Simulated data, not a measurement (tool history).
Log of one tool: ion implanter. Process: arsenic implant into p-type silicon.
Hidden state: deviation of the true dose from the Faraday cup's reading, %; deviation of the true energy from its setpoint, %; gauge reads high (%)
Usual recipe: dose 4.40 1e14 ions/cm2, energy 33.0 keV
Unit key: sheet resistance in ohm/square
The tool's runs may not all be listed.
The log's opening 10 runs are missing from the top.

run	day	dose	energy	wafers since the last listed run	hours since the last dose calibration	hours since the extraction supply was calibrated	hours since the gauge calibration	read-back reference wafer on the same gauge, sheet resistance	sheet resistance
11	5.421	3.62	33.0	243	1010.1	2801.1	150.0	189.17	261.92
12	6.104	4.40	33.0	271	1026.5	2817.5	166.4	188.99	227.12
13	6.371	4.40	33.0	106	1032.9	2823.9	172.8	189.03	226.29
# day 6.883: Faraday cup replaced and dose calibrated
14	6.896	4.40	33.0	76	0.3	2836.5	185.4	189.11	219.22
15	7.267	5.05	33.0	147	9.2	2845.4	194.3	189.10	197.79
16	7.633	5.15	28.0	145	18.0	2854.2	203.1	188.97	199.17
# day 7.854: gauge calibrated
17	7.962	5.08	33.0	130	25.9	2862.1	2.6	188.90	196.39
18	8.262	3.62	42.0	119	33.1	2869.3	9.8	189.10	245.05
# day 8.925: extraction supply calibrated
19	8.946	4.40	33.0	139	49.5	0.5	26.2	188.93	219.83
20	9.200	4.40	33.0	101	55.6	6.6	32.3	188.84	219.11
21	9.950	4.99	39.0	298	73.6	24.6	50.3	188.96	195.19
22	10.354	3.41	23.5	160	83.3	34.3	60.0	188.90	278.80
23	11.054	4.40	36.0	278	100.1	51.1	76.8	189.03	217.33
24	11.775	4.40	33.0	286	117.4	68.4	94.1	188.89	220.12
25	12.033	5.53	28.0	102	123.6	74.6	100.3	188.87	189.72
26	12.454	3.68	25.5	167	133.7	84.7	110.4	188.99	260.87
27	12.925	4.40	36.5	187	145.0	96.0	121.7	189.03	217.80
28	13.200	5.59	44.0	109	151.6	102.6	128.3	189.08	176.32
29	13.888	3.51	43.5	273	168.1	119.1	144.8	189.14	252.56
30	14.304	4.01	41.5	165	178.1	129.1	154.8	188.78	229.16
31	15.050	5.44	42.0	296	196.0	147.0	172.7	188.75	181.24

What if the next run were any one of these 5? Each begins from the tool's condition after run 31:
A	15.067	4.99	33.0	6	196.4	147.4	173.1	?	?
B	15.067	5.19	33.0	6	196.4	147.4	173.1	?	?
C	15.067	3.70	36.0	6	196.4	147.4	173.1	?	?
D	15.067	3.30	44.5	6	196.4	147.4	173.1	?	?
E	15.067	5.29	21.5	6	196.4	147.4	173.1	?	?

run	read-back reference wafer on the same gauge, sheet resistance	sheet resistance
A	188.96	200.41
B	188.96	194.54
C	188.96	248.06
D	188.96	262.07
E	188.96	204.77
What these runs would have given with no unlogged condition in the tool:
run	sheet resistance
A	197.50
B	191.71
C	244.48
D	258.32
E	201.95
